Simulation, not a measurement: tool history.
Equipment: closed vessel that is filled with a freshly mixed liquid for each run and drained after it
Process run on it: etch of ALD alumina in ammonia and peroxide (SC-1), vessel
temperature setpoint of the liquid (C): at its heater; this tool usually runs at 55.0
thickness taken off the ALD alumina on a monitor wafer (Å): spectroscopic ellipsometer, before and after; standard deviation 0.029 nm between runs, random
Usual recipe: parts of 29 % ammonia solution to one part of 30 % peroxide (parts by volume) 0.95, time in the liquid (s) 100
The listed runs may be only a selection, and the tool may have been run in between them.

| run | hour | temperature setpoint of the liquid (C) | parts of 29 % ammonia solution to one part of 30 % peroxide (parts by volume) | time in the liquid (s) | read-back film thickness of the ALD alumina reference wafer, read on the same gauge (nm) | thickness taken off the ALD alumina on a monitor wafer (Å) |
|---|---|---|---|---|---|---|
| 1 | 0.0 | 55.0 | 0.95 | 100 | 110.00 | 70.6 |
| 2 | 16.2 | 55.0 | 0.95 | 100 | 110.03 | 70.5 |
| 3 | 25.2 | 55.0 | 0.65 | 100 | 110.05 | 68.1 |
| 4 | 36.3 | 55.0 | 0.65 | 100 | 109.98 | 68.1 |
| 5 | 44.2 | 55.0 | 0.95 | 100 | 110.00 | 70.5 |
| 6 | 60.4 | 55.0 | 0.95 | 100 | 109.99 | 70.6 |
| 7 | 66.7 | 55.0 | 0.95 | 100 | 110.01 | 70.8 |
| 8 | 76.8 | 55.0 | 0.95 | 100 | 110.00 | 70.7 |
| 9 | 94.0 | 55.0 | 0.95 | 100 | 109.99 | 70.1 |
|  | 96.6 | thermometer replaced |
| 10 | 109.4 | 55.0 | 0.95 | 100 | 110.01 | 70.7 |
| 11 | 116.8 | 55.0 | 0.95 | 100 | 109.99 | 70.8 |
| 12 | 129.0 | 55.0 | 0.95 | 130 | 110.00 | 91.8 |
| 13 | 146.2 | 55.0 | 0.95 | 130 | 110.01 | 91.7 |
|  | 154.4 | ammonia flow meter replaced |
|  | 158.4 | new drum of ammonia solution connected |
| 14 | 160.2 | 55.0 | 0.95 | 100 | 109.98 | 70.2 |
| 15 | 170.1 | 60.0 | 0.70 | 125 | 110.01 | 111.9 |
| 16 | 178.4 | 55.0 | 0.95 | 100 | 110.03 | 70.0 |
| 17 | 192.1 | 59.5 | 1.20 | 65 | 110.03 | 59.4 |
| 18 | 199.1 | 55.0 | 0.95 | 100 | 110.02 | 70.7 |
| 19 | 213.9 | 47.0 | 0.75 | 50 | 110.00 | 22.3 |
| 20 | 220.4 | 55.0 | 0.65 | 115 | 110.03 | 78.9 |
| 21 | 233.7 | 55.0 | 1.20 | 60 | 110.00 | 43.1 |
|  | 233.8 | gauge calibrated |
| 22 | 246.6 | 60.5 | 0.80 | 130 | 109.97 | 121.0 |
| 23 | 257.7 | 55.0 | 0.95 | 100 | 109.94 | 70.4 |
| 24 | 270.5 | 55.0 | 0.95 | 100 | 109.98 | 70.4 |
| 25 | 279.7 | 55.0 | 0.95 | 40 | 109.98 | 28.2 |
| 26 | 295.3 | 55.0 | 0.95 | 100 | 110.01 | 70.9 |
| 27 | 305.0 | 50.0 | 1.15 | 60 | 110.01 | 32.6 |
| 28 | 314.6 | 61.0 | 0.70 | 120 | 110.03 | 113.2 |
| 29 | 329.9 | 51.0 | 1.20 | 85 | 109.99 | 49.4 |

What if the next run were any one of these 4? Each begins from the tool's condition after run 29:
| A | 330.6 | 55.0 | 1.20 | 100 | ? | ? |
| B | 330.6 | 62.5 | 0.80 | 45 | ? | ? |
| C | 330.6 | 63.0 | 0.65 | 130 | ? | ? |
| D | 330.6 | 59.0 | 1.15 | 100 | ? | ? |

| run | read-back film thickness of the ALD alumina reference wafer, read on the same gauge (nm) | thickness taken off the ALD alumina on a monitor wafer (Å) |
|---|---|---|
| A | 109.96 | 71.7 |
| B | 109.96 | 45.8 |
| C | 109.96 | 133.0 |
| D | 109.96 | 88.1 |
Take away the tool's hidden state, keep each run's random variation, and the runs would have read:
| run | thickness taken off the ALD alumina on a monitor wafer (Å) |
|---|---|
| A | 71.7 |
| B | 45.8 |
| C | 133.0 |
| D | 88.1 |

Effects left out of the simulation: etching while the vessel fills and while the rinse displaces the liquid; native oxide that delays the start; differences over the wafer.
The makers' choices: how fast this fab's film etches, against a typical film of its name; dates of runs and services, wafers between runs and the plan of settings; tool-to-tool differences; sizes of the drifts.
